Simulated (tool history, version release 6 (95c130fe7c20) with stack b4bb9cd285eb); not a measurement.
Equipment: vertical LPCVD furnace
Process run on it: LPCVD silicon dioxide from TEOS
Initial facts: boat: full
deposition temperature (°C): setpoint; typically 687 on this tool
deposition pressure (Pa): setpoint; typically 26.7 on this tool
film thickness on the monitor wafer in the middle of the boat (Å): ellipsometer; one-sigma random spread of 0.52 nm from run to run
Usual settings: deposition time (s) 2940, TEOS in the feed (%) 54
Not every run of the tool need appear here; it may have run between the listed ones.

| run | hour | deposition temperature (°C) | deposition pressure (Pa) | deposition time (s) | TEOS in the feed (%) | wafers since the last listed run | hours since the last temperature calibration | hours since the pressure gauge was zeroed | hours since the TEOS flow controller was replaced | hours since the gauge calibration | read-back reference wafer on the same gauge, thickness | film thickness on the monitor wafer in the middle of the boat (Å) |
|---|---|---|---|---|---|---|---|---|---|---|---|---|
| 1 | 0.0 | 687 | 26.7 | 2940 | 54 | 0 | 2182.8 | 3257.7 | 3650.2 | 76.5 | 170.93 | 2097.9 |
| 2 | 19.9 | 695 | 26.7 | 2940 | 56 | 276 | 2202.7 | 3277.6 | 3670.1 | 96.4 | 171.05 | 2586.1 |
| 3 | 44.6 | 695 | 26.7 | 2940 | 56 | 343 | 2227.4 | 3302.3 | 3694.8 | 121.1 | 171.06 | 2577.3 |
| 4 | 58.3 | 695 | 26.7 | 2940 | 56 | 190 | 2241.1 | 3316.0 | 3708.5 | 134.8 | 171.07 | 2596.7 |
| 5 | 82.0 | 687 | 26.7 | 2940 | 60 | 329 | 2264.8 | 3339.7 | 3732.2 | 158.5 | 171.17 | 2199.3 |
| 6 | 110.3 | 687 | 26.7 | 2940 | 60 | 393 | 2293.1 | 3368.0 | 3760.5 | 186.8 | 170.94 | 2206.3 |
| 7 | 134.3 | 687 | 26.7 | 3300 | 54 | 333 | 2317.1 | 3392.0 | 3784.5 | 210.8 | 171.04 | 2356.2 |
| 8 | 167.7 | 687 | 26.7 | 3300 | 54 | 464 | 2350.5 | 3425.4 | 3817.9 | 244.2 | 171.20 | 2359.5 |
| 9 | 201.3 | 687 | 26.7 | 3300 | 54 | 467 | 2384.1 | 3459.0 | 3851.5 | 277.8 | 170.86 | 2356.3 |
| 10 | 221.6 | 687 | 29.3 | 2940 | 54 | 282 | 2404.4 | 3479.3 | 3871.8 | 298.1 | 170.90 | 2193.2 |
|  | 246.6 | TEOS flow controller replaced |
| 11 | 247.1 | 687 | 29.3 | 2940 | 54 | 20 | 2429.9 | 3504.8 | 0.5 | 323.6 | 170.71 | 2195.4 |
| 12 | 268.7 | 687 | 26.7 | 2580 | 54 | 300 | 2451.5 | 3526.4 | 22.1 | 345.2 | 170.92 | 1842.2 |
| 13 | 298.8 | 687 | 26.7 | 2580 | 54 | 418 | 2481.6 | 3556.5 | 52.2 | 375.3 | 170.74 | 1845.3 |
| 14 | 330.1 | 687 | 28.7 | 3480 | 54 | 435 | 2512.9 | 3587.8 | 83.5 | 406.6 | 171.09 | 2583.6 |
| 15 | 415.8 | 687 | 26.7 | 2940 | 54 | 1191 | 2598.6 | 3673.5 | 169.2 | 492.3 | 171.09 | 2100.0 |
| 16 | 446.6 | 682 | 31.3 | 2130 | 48 | 428 | 2629.4 | 3704.3 | 200.0 | 523.1 | 170.89 | 1384.3 |
| 17 | 480.7 | 693 | 22.7 | 2220 | 50 | 474 | 2663.5 | 3738.4 | 234.1 | 557.2 | 171.02 | 1615.4 |
|  | 491.3 | gauge calibrated |
| 18 | 510.3 | 687 | 26.7 | 1980 | 47 | 411 | 2693.1 | 3768.0 | 263.7 | 19.0 | 171.00 | 1322.1 |
| 19 | 532.6 | 687 | 26.7 | 3630 | 54 | 310 | 2715.4 | 3790.3 | 286.0 | 41.3 | 171.04 | 2586.8 |
| 20 | 564.6 | 681 | 24.0 | 3540 | 48 | 444 | 2747.4 | 3822.3 | 318.0 | 73.3 | 171.14 | 1959.1 |
| 21 | 597.3 | 694 | 26.7 | 2940 | 47 | 454 | 2780.1 | 3855.0 | 350.7 | 106.0 | 170.98 | 2324.0 |
| 22 | 622.1 | 687 | 26.7 | 2940 | 54 | 344 | 2804.9 | 3879.8 | 375.5 | 130.8 | 170.96 | 2103.3 |
|  | 665.8 | pressure gauge zeroed |
| 23 | 666.3 | 687 | 26.7 | 2100 | 47 | 280 | 2849.1 | 0.5 | 419.7 | 175.0 | 170.87 | 1397.9 |
| 24 | 670.1 | 687 | 26.7 | 2940 | 54 | 52 | 2852.9 | 4.3 | 423.5 | 178.8 | 171.11 | 2098.0 |
|  | 715.4 | thermocouples replaced and temperature profile calibrated |
| 25 | 741.7 | 693 | 30.0 | 2940 | 54 | 661 | 26.3 | 75.9 | 495.1 | 250.4 | 170.96 | 2460.9 |
| 26 | 755.3 | 687 | 23.3 | 3750 | 54 | 189 | 39.9 | 89.5 | 508.7 | 264.0 | 171.00 | 2383.5 |
| 27 | 776.2 | 690 | 26.7 | 3810 | 54 | 290 | 60.8 | 110.4 | 529.6 | 284.9 | 170.85 | 2774.4 |
| 28 | 812.2 | 681 | 22.0 | 1830 | 62 | 500 | 96.8 | 146.4 | 565.6 | 320.9 | 171.11 | 1050.2 |
| 29 | 834.4 | 687 | 28.7 | 2940 | 54 | 308 | 119.0 | 168.6 | 587.8 | 343.1 | 170.91 | 2076.2 |
| 30 | 868.4 | 677 | 26.7 | 3870 | 54 | 472 | 153.0 | 202.6 | 621.8 | 377.1 | 171.05 | 2070.9 |
| 31 | 904.3 | 687 | 26.7 | 2190 | 54 | 499 | 188.9 | 238.5 | 657.7 | 413.0 | 171.07 | 1490.9 |
| 32 | 938.4 | 687 | 26.7 | 2940 | 54 | 474 | 223.0 | 272.6 | 691.8 | 447.1 | 170.88 | 2011.6 |

Selected run-to-run steps in film thickness on the monitor wafer in the middle of the boat (Å), each split into two signed amounts: the part the tool would show with no hidden state at all (from settings, incoming material and random variation), and the remainder, which goes to the hidden state together with any gauge scatter not common to the measured and the hidden-state-free results:
Hidden conditions of the tool in this case: true tube temperature minus thermocouple reading, K; true pressure minus gauge reading, mTorr; deviation of the TEOS flow from its setpoint, %; gauge reads high (%).
Run 13 -> 14: deposition pressure (Pa) 26.7 -> 28.7, deposition time (s) 2580 -> 3480. film thickness on the monitor wafer in the middle of the boat (Å) +738.3: hidden state +37.1, all else +701.2.
Run 18 -> 19: deposition time (s) 1980 -> 3630, TEOS in the feed (%) 47 -> 54. film thickness on the monitor wafer in the middle of the boat (Å) +1264.7: hidden state +64.2, all else +1200.5.
Run 24 -> 25: deposition temperature (°C) 687 -> 693, deposition pressure (Pa) 26.7 -> 30.0, thermocouples replaced and temperature profile calibrated. film thickness on the monitor wafer in the middle of the boat (Å) +362.9: hidden state -102.8, all else +465.7.
Run 27 -> 28: deposition temperature (°C) 690 -> 681, deposition pressure (Pa) 26.7 -> 22.0, deposition time (s) 3810 -> 1830, TEOS in the feed (%) 54 -> 62. film thickness on the monitor wafer in the middle of the boat (Å) -1724.2: hidden state -4.0, all else -1720.2.
Run 28 -> 29: deposition temperature (°C) 681 -> 687, deposition pressure (Pa) 22.0 -> 28.7, deposition time (s) 1830 -> 2940, TEOS in the feed (%) 62 -> 54. film thickness on the monitor wafer in the middle of the boat (Å) +1026.0: hidden state +6.3, all else +1019.7.
